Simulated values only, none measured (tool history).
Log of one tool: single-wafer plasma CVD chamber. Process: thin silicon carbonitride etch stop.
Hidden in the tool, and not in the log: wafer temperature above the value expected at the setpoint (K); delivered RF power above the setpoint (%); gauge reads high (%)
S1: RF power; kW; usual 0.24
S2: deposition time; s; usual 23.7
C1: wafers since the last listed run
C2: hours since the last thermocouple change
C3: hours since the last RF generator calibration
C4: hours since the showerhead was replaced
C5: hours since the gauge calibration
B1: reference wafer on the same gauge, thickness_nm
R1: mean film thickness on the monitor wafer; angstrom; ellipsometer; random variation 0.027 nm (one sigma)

run    hour     S1    S2    C1      C2      C3      C4      C5      B1      R1
  1       0   0.24  23.7     0   311.4  1497.5  3075.7  2346.8  13.702   130.6
  2    25.6   0.24  20.8   654     337  1523.1  3101.3  2372.4  13.704  114.74
  3    90.8   0.22  23.7  1666   402.2  1588.3  3166.5  2437.6  13.697  127.73
  4   119.2   0.24  23.7   725   430.6  1616.7  3194.9    2466    13.7  130.18
  5   164.7   0.24  23.7  1163   476.1  1662.2  3240.4  2511.5  13.699  130.18
      181.6  -- showerhead replaced
  6   209.9   0.24  23.7   950   521.3  1707.4    28.3  2556.7  13.696   130.2
  7   239.4    0.2  23.7   754   550.8  1736.9    57.8  2586.2  13.703   124.6
  8     293    0.2  23.7  1370   604.4  1790.5   111.4  2639.8  13.693  124.06
      318.5  -- RF generator calibrated
  9   344.1   0.24  23.7  1101   655.5    25.6   162.5  2690.9  13.702  132.14
 10   391.9  0.225  23.7  1221   703.3    73.4   210.3  2738.7  13.697  129.79
 11   417.3  0.225  23.7   649   728.7    98.8   235.7  2764.1  13.705   130.1
 12   479.6   0.24  23.7  1592     791   161.1     298  2826.4  13.705  132.06
 13     507  0.215  21.8   700   818.4   188.5   325.4  2853.8  13.709  118.98
 14   567.2   0.21  21.4  1538   878.6   248.7   385.6    2914  13.702  115.45
 15   593.8   0.24  23.7   679   905.2   275.3   412.2  2940.6  13.697  132.62
      644.8  -- gauge calibrated
 16   665.3   0.24  23.7  1827   976.7   346.8   483.7    20.5  13.696  132.05
 17   731.1  0.275  19.8  1682  1042.5   412.6   549.5    86.3  13.699  114.11
 18   759.2   0.27  20.1   718  1070.6   440.7   577.6   114.4  13.699  115.29
      797.8  -- thermocouple changed; heater temperature recalibrated
 19   825.4  0.255  20.5  1487    27.6   506.9   643.8   180.6  13.693  115.89
 20   876.3   0.21  25.2  1301    78.5   557.8   694.7   231.5  13.701  135.71
 21   911.1   0.26  27.8   889   113.3   592.6   729.5   266.3    13.7  158.02
 22   971.8   0.26  20.7  1551     174   653.3   790.2     327  13.697  118.04
 23  1041.5   0.24  23.7  1781   243.7     723   859.9   396.7  13.699  131.92
 24  1099.3  0.195  20.6  1477   301.5   780.8   917.7   454.5  13.699  109.03
 25  1151.4  0.195  19.2  1331   353.6   832.9   969.8   506.6  13.702   101.3
 26  1220.5   0.24  28.4  1766   422.7     902  1038.9   575.7  13.688  157.83
 27  1249.3  0.265  20.5   736   451.5   930.8  1067.7   604.5   13.69  116.98
 28  1304.2  0.265  19.6  1403   506.4   985.7  1122.6   659.4  13.702  111.51
 29  1351.6   0.24  23.7  1211   553.8  1033.1    1170   706.8  13.696  131.68
 30  1399.1   0.28  27.3  1214   601.3  1080.6  1217.5   754.3  13.703  157.63
 31  1462.6   0.24  23.7  1623   664.8  1144.1    1281   817.8  13.701  131.27
 32    1511  0.255  27.4  1237   713.2  1192.5  1329.4   866.2  13.711  153.97
 33  1555.9   0.24  22.1  1147   758.1  1237.4  1374.3   911.1  13.703  122.08
 34  1595.8  0.205  25.1  1019     798  1277.3  1414.2     951  13.694  134.23
 35  1660.3   0.24  23.7  1648   862.5  1341.8  1478.7  1015.5  13.688  130.95

Forecast each of these 4 alternatives for the next run:
  A  1660.7   0.24  23.7  10  862.9  1342.2  1479.1  1015.9   ?   ?
  B  1660.7  0.255  20.1  10  862.9  1342.2  1479.1  1015.9   ?   ?
  C  1660.7   0.21  23.7  10  862.9  1342.2  1479.1  1015.9   ?   ?
  D  1660.7   0.24  20.2  10  862.9  1342.2  1479.1  1015.9   ?   ?

run      B1      R1
  A  13.701  131.54
  B  13.701  113.27
  C  13.701  127.27
  D  13.701  112.11
Without the tool's hidden state the same runs would have given:
run      R1
  A  132.92
  B  114.45
  C  128.61
  D  113.29
